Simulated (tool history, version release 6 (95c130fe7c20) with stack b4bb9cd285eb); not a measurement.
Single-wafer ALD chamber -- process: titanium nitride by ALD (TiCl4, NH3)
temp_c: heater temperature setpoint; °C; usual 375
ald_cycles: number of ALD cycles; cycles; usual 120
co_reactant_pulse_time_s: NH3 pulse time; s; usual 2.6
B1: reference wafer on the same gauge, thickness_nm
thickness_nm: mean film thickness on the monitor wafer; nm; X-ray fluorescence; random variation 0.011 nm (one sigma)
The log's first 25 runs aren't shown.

{"run": 26, "hour": 316.4, "temp_c": 375, "ald_cycles": 120, "co_reactant_pulse_time_s": 2.6, "B1": 2.399, "thickness_nm": 2.7}
{"run": 27, "hour": 329.1, "temp_c": 369, "ald_cycles": 120, "co_reactant_pulse_time_s": 2.25, "B1": 2.402, "thickness_nm": 2.654}
{"run": 28, "hour": 339.3, "temp_c": 370, "ald_cycles": 140, "co_reactant_pulse_time_s": 2.21, "B1": 2.401, "thickness_nm": 3.111}
{"run": 29, "hour": 348.8, "temp_c": 388, "ald_cycles": 138, "co_reactant_pulse_time_s": 2.12, "B1": 2.398, "thickness_nm": 3.112}
{"run": 30, "hour": 361.8, "temp_c": 375, "ald_cycles": 128, "co_reactant_pulse_time_s": 2.6, "B1": 2.398, "thickness_nm": 2.895}
{"run": 31, "hour": 375.6, "temp_c": 375, "ald_cycles": 141, "co_reactant_pulse_time_s": 2.6, "B1": 2.401, "thickness_nm": 3.204}
{"run": 32, "hour": 392.4, "temp_c": 375, "ald_cycles": 120, "co_reactant_pulse_time_s": 2.6, "B1": 2.403, "thickness_nm": 2.705}
{"run": 33, "hour": 404.6, "temp_c": 375, "ald_cycles": 120, "co_reactant_pulse_time_s": 2.6, "B1": 2.402, "thickness_nm": 2.712}
{"run": 34, "hour": 412.8, "temp_c": 375, "ald_cycles": 120, "co_reactant_pulse_time_s": 1.59, "B1": 2.401, "thickness_nm": 2.603}
{"run": 35, "hour": 418.9, "temp_c": 375, "ald_cycles": 120, "co_reactant_pulse_time_s": 2.6, "B1": 2.398, "thickness_nm": 2.714}
{"run": 36, "hour": 433.3, "temp_c": 375, "ald_cycles": 101, "co_reactant_pulse_time_s": 2.6, "B1": 2.401, "thickness_nm": 2.286}
{"run": 37, "hour": 441.8, "temp_c": 386, "ald_cycles": 120, "co_reactant_pulse_time_s": 2.6, "B1": 2.401, "thickness_nm": 2.714}
{"run": 38, "hour": 452.8, "temp_c": 368, "ald_cycles": 130, "co_reactant_pulse_time_s": 3.54, "B1": 2.399, "thickness_nm": 2.964}
{"run": 39, "hour": 459.7, "temp_c": 368, "ald_cycles": 120, "co_reactant_pulse_time_s": 2.17, "B1": 2.4, "thickness_nm": 2.618}
{"run": 40, "hour": 468.6, "temp_c": 375, "ald_cycles": 120, "co_reactant_pulse_time_s": 2.6, "B1": 2.4, "thickness_nm": 2.725}
{"run": 41, "hour": 480.6, "temp_c": 366, "ald_cycles": 135, "co_reactant_pulse_time_s": 3.3, "B1": 2.401, "thickness_nm": 3.074}

Branching from run 41: 3 alternative next runs. What would each branch give?
{"run": "A", "hour": 481.3, "temp_c": 375, "ald_cycles": 120, "co_reactant_pulse_time_s": 2.02, "B1": "?", "thickness_nm": "?"}
{"run": "B", "hour": 481.3, "temp_c": 379, "ald_cycles": 140, "co_reactant_pulse_time_s": 3.6, "B1": "?", "thickness_nm": "?"}
{"run": "C", "hour": 481.3, "temp_c": 370, "ald_cycles": 120, "co_reactant_pulse_time_s": 2.6, "B1": "?", "thickness_nm": "?"}

run=A B1=2.397 thickness_nm=2.674
run=B B1=2.397 thickness_nm=3.246
run=C B1=2.397 thickness_nm=2.706
Had the tool no hidden state, the same runs would have come out as:
run=A thickness_nm=2.674
run=B thickness_nm=3.246
run=C thickness_nm=2.706

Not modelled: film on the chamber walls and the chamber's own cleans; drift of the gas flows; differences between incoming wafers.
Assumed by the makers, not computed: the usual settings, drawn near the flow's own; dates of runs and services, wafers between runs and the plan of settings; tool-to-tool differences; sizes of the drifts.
